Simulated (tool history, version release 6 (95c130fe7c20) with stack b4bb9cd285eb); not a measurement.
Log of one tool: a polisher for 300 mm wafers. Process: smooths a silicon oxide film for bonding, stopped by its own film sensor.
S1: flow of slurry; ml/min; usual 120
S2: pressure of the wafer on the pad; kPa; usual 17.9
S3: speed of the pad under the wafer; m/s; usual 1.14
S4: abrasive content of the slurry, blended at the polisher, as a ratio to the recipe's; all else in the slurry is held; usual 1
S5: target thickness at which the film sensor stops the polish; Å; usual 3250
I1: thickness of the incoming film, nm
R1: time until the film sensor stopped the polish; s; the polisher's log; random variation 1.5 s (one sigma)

run 1 hour=0 | S1=120 S2=17.9 S3=1.14 S4=1 S5=3250 | I1=419.5 | R1=108.9
run 2 hour=86.5 | S1=120 S2=17.9 S3=1.4 S4=1 S5=3250 | I1=422.9 | R1=101.1
run 3 hour=141.3 | S1=120 S2=17.9 S3=1.14 S4=1 S5=3250 | I1=416.6 | R1=110.8
run 4 hour=195.4 | S1=120 S2=17.9 S3=1.14 S4=1 S5=3490 | I1=424.6 | R1=90.5
-- hour=225.5 slurry nozzle cleaned
run 5 hour=296.5 | S1=120 S2=17.9 S3=1.14 S4=1 S5=3250 | I1=422.6 | R1=120.6
-- hour=365.8 worn pad replaced by a new one
-- hour=419.2 slurry blender recalibrated
run 6 hour=557.6 | S1=120 S2=17.9 S3=1.14 S4=1 S5=3250 | I1=425.8 | R1=115.7
run 7 hour=604.1 | S1=120 S2=17.9 S3=1.14 S4=0.8 S5=3250 | I1=421.9 | R1=124.5
-- hour=628.8 head pressure recalibrated
run 8 hour=682.9 | S1=120 S2=17.9 S3=1.14 S4=1 S5=3250 | I1=420.5 | R1=114
run 9 hour=733.3 | S1=120 S2=17.9 S3=1.14 S4=1 S5=3250 | I1=415.4 | R1=106.3
run 10 hour=775.8 | S1=120 S2=17.9 S3=0.86 S4=1.1 S5=3250 | I1=417.5 | R1=127.8
-- hour=841.2 slurry nozzle cleaned
run 11 hour=878.8 | S1=120 S2=17.9 S3=1.14 S4=1 S5=3250 | I1=419.8 | R1=119.3
run 12 hour=985.3 | S1=120 S2=17.9 S3=1.14 S4=1.15 S5=3040 | I1=421.7 | R1=144.9
-- hour=1006.8 worn pad replaced by a new one, of another model than before
-- hour=1038.7 slurry blender recalibrated
run 13 hour=1064.2 | S1=80 S2=17.9 S3=1.14 S4=1.25 S5=3380 | I1=416.6 | R1=88.4
run 14 hour=1164.1 | S1=120 S2=17.9 S3=1.14 S4=1 S5=3250 | I1=426.1 | R1=113
run 15 hour=1268.2 | S1=120 S2=17.9 S3=0.88 S4=1 S5=3250 | I1=418.5 | R1=122.3
run 16 hour=1375.5 | S1=120 S2=17.9 S3=1.14 S4=1 S5=3440 | I1=422.8 | R1=94.5
run 17 hour=1430.2 | S1=135 S2=17.9 S3=1.14 S4=1 S5=3250 | I1=418.8 | R1=113.6
-- hour=1431.7 slurry nozzle cleaned
-- hour=1448.8 head pressure recalibrated
run 18 hour=1495.8 | S1=120 S2=17.9 S3=1.14 S4=1 S5=3250 | I1=415.2 | R1=112.1
run 19 hour=1567.7 | S1=120 S2=17.9 S3=0.76 S4=1 S5=3130 | I1=422.9 | R1=162.2
-- hour=1615.9 worn pad replaced by a new one
-- hour=1647.6 slurry blender recalibrated
run 20 hour=1668.3 | S1=120 S2=17.9 S3=1.14 S4=1 S5=3250 | I1=421 | R1=103.9
run 21 hour=1733.1 | S1=120 S2=15.9 S3=1.14 S4=1 S5=3250 | I1=425 | R1=120
run 22 hour=1819.6 | S1=110 S2=20 S3=1.14 S4=1 S5=3030 | I1=414.8 | R1=117.7
run 23 hour=1916.9 | S1=140 S2=17.9 S3=1.14 S4=0.8 S5=3250 | I1=413.6 | R1=109.3
-- hour=1975.3 slurry nozzle cleaned
run 24 hour=1980.6 | S1=120 S2=12.4 S3=0.9 S4=1.2 S5=3250 | I1=419.7 | R1=141
run 25 hour=2059.7 | S1=120 S2=17.9 S3=1.14 S4=1 S5=3570 | I1=419.3 | R1=74.6
run 26 hour=2111.4 | S1=120 S2=17.9 S3=1.14 S4=1 S5=3250 | I1=413.5 | R1=110.5
run 27 hour=2189.8 | S1=145 S2=15.9 S3=1.52 S4=1.1 S5=3250 | I1=419.5 | R1=105.7
run 28 hour=2247.4 | S1=90 S2=20 S3=1.38 S4=1.3 S5=3250 | I1=420.8 | R1=103.6
-- hour=2281 worn pad replaced by a new one
run 29 hour=2315.3 | S1=120 S2=17.9 S3=1.14 S4=1 S5=3250 | I1=420.4 | R1=128.5

Forecast each of these 5 alternatives for the next run:
run A hour=2315.8 | S1=120 S2=17.9 S3=1.14 S4=1.15 S5=3250 | I1=428 | R1=?
run B hour=2315.8 | S1=120 S2=12.4 S3=1.14 S4=1.15 S5=3250 | I1=428 | R1=?
run C hour=2315.8 | S1=120 S2=17.9 S3=1.14 S4=0.85 S5=3370 | I1=428 | R1=?
run D hour=2315.8 | S1=95 S2=22.8 S3=1.14 S4=1 S5=3250 | I1=428 | R1=?
run E hour=2315.8 | S1=90 S2=17.9 S3=1.14 S4=0.9 S5=3040 | I1=428 | R1=?

run=A R1=131.6
run=B R1=163.8
run=C R1=135.1
run=D R1=125.7
run=E R1=189.1
Without the tool's hidden state the same runs would have given:
run=A R1=107.7
run=B R1=134.1
run=C R1=107.5
run=D R1=101.5
run=E R1=151.3
